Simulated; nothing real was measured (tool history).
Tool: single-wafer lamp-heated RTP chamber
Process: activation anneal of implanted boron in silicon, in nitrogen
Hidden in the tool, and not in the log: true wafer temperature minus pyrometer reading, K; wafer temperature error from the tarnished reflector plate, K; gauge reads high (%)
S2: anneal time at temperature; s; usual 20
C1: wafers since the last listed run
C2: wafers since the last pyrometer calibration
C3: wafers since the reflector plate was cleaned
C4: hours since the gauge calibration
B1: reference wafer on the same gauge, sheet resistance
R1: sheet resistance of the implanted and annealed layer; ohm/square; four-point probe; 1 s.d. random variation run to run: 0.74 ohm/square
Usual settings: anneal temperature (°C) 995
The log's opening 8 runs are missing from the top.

{"run": 9, "hour": 588.6, "anneal temperature (°C)": 995, "S2": 20, "C1": 914, "C2": 2450, "C3": 10647, "C4": 1534, "B1": 178.95, "R1": 213.87}
{"run": 10, "hour": 636.7, "anneal temperature (°C)": 995, "S2": 20, "C1": 679, "C2": 3129, "C3": 11326, "C4": 1582.1, "B1": 178.95, "R1": 212.67}
{"hour": 677.2, "done": "pyrometer window cleaned and pyrometer calibrated, repeated, since the last time left the tool worse"}
{"run": 11, "hour": 720.7, "anneal temperature (°C)": 995, "S2": 20, "C1": 1073, "C2": 614, "C3": 12400, "C4": 1666.1, "B1": 179.08, "R1": 217.91}
{"run": 12, "hour": 760.6, "anneal temperature (°C)": 995, "S2": 26, "C1": 563, "C2": 1177, "C3": 12964, "C4": 1706, "B1": 179.1, "R1": 216.01}
{"hour": 797.8, "done": "reflector plate cleaned"}
{"run": 13, "hour": 860.3, "anneal temperature (°C)": 995, "S2": 26, "C1": 1295, "C2": 2473, "C3": 883, "C4": 1805.7, "B1": 179, "R1": 216.02}
{"run": 14, "hour": 906.4, "anneal temperature (°C)": 995, "S2": 26, "C1": 651, "C2": 3124, "C3": 1534, "C4": 1851.8, "B1": 178.95, "R1": 215.99}
{"run": 15, "hour": 961.8, "anneal temperature (°C)": 995, "S2": 20, "C1": 782, "C2": 3907, "C3": 2316, "C4": 1907.2, "B1": 179.12, "R1": 215.61}
{"run": 16, "hour": 1009.0, "anneal temperature (°C)": 995, "S2": 20, "C1": 666, "C2": 4573, "C3": 2983, "C4": 1954.4, "B1": 179.11, "R1": 217.29}
{"hour": 1044.5, "done": "pyrometer window cleaned and pyrometer calibrated"}
{"run": 17, "hour": 1092.4, "anneal temperature (°C)": 995, "S2": 11, "C1": 1065, "C2": 676, "C3": 4048, "C4": 2037.8, "B1": 179.04, "R1": 221.33}
{"run": 18, "hour": 1181.2, "anneal temperature (°C)": 995, "S2": 14, "C1": 1254, "C2": 1930, "C3": 5303, "C4": 2126.6, "B1": 178.95, "R1": 219.62}
{"run": 19, "hour": 1246.6, "anneal temperature (°C)": 995, "S2": 20, "C1": 923, "C2": 2854, "C3": 6227, "C4": 2192, "B1": 178.91, "R1": 216.71}
{"run": 20, "hour": 1316.9, "anneal temperature (°C)": 1007, "S2": 32, "C1": 993, "C2": 3847, "C3": 7220, "C4": 2262.3, "B1": 178.94, "R1": 210.22}
{"run": 21, "hour": 1390.0, "anneal temperature (°C)": 995, "S2": 20, "C1": 1032, "C2": 4880, "C3": 8252, "C4": 2335.4, "B1": 178.98, "R1": 216.74}
{"run": 22, "hour": 1461.1, "anneal temperature (°C)": 978, "S2": 10, "C1": 1004, "C2": 5884, "C3": 9257, "C4": 2406.5, "B1": 178.91, "R1": 231.14}
{"hour": 1468.3, "done": "gauge calibrated"}
{"hour": 1474.6, "done": "pyrometer window cleaned and pyrometer calibrated"}
{"run": 23, "hour": 1523.4, "anneal temperature (°C)": 995, "S2": 20, "C1": 767, "C2": 689, "C3": 10024, "C4": 55.1, "B1": 178.93, "R1": 218.26}
{"run": 24, "hour": 1615.1, "anneal temperature (°C)": 986, "S2": 8, "C1": 1295, "C2": 1985, "C3": 11319, "C4": 146.8, "B1": 178.9, "R1": 228.75}
{"hour": 1646.5, "done": "reflector plate cleaned"}
{"run": 25, "hour": 1652.8, "anneal temperature (°C)": 995, "S2": 20, "C1": 419, "C2": 2404, "C3": 89, "C4": 184.5, "B1": 179.08, "R1": 217.17}
{"run": 26, "hour": 1693.7, "anneal temperature (°C)": 995, "S2": 20, "C1": 577, "C2": 2982, "C3": 666, "C4": 225.4, "B1": 179.04, "R1": 217.5}
{"run": 27, "hour": 1790.8, "anneal temperature (°C)": 995, "S2": 20, "C1": 1371, "C2": 4354, "C3": 2038, "C4": 322.5, "B1": 179.04, "R1": 216.48}
{"run": 28, "hour": 1887.1, "anneal temperature (°C)": 1020, "S2": 20, "C1": 1360, "C2": 5714, "C3": 3399, "C4": 418.8, "B1": 178.98, "R1": 210.58}
{"run": 29, "hour": 1935.7, "anneal temperature (°C)": 1019, "S2": 30, "C1": 686, "C2": 6401, "C3": 4085, "C4": 467.4, "B1": 178.94, "R1": 209.15}
{"hour": 1964.2, "done": "pyrometer window cleaned and pyrometer calibrated"}
{"run": 30, "hour": 2025.1, "anneal temperature (°C)": 986, "S2": 25, "C1": 1149, "C2": 860, "C3": 5235, "C4": 556.8, "B1": 179.06, "R1": 220.82}
{"run": 31, "hour": 2097.9, "anneal temperature (°C)": 1014, "S2": 14, "C1": 1028, "C2": 1888, "C3": 6264, "C4": 629.6, "B1": 178.92, "R1": 213.33}
{"run": 32, "hour": 2147.8, "anneal temperature (°C)": 1024, "S2": 25, "C1": 704, "C2": 2593, "C3": 6968, "C4": 679.5, "B1": 178.97, "R1": 207.86}

Branching from run 32: 3 alternative next runs. What would each branch give?
{"run": "A", "hour": 2148.2, "anneal temperature (°C)": 1018, "S2": 20, "C1": 5, "C2": 2599, "C3": 6974, "C4": 679.9, "B1": "?", "R1": "?"}
{"run": "B", "hour": 2148.2, "anneal temperature (°C)": 969, "S2": 9, "C1": 5, "C2": 2599, "C3": 6974, "C4": 679.9, "B1": "?", "R1": "?"}
{"run": "C", "hour": 2148.2, "anneal temperature (°C)": 972, "S2": 14, "C1": 5, "C2": 2599, "C3": 6974, "C4": 679.9, "B1": "?", "R1": "?"}

run=A B1=178.96 R1=211.43
run=B B1=178.96 R1=248.07
run=C B1=178.96 R1=238.6
With the hidden condition removed and each run's random variation left untouched, the same runs would have given:
run=A R1=211.91
run=B R1=253.14
run=C R1=242.7
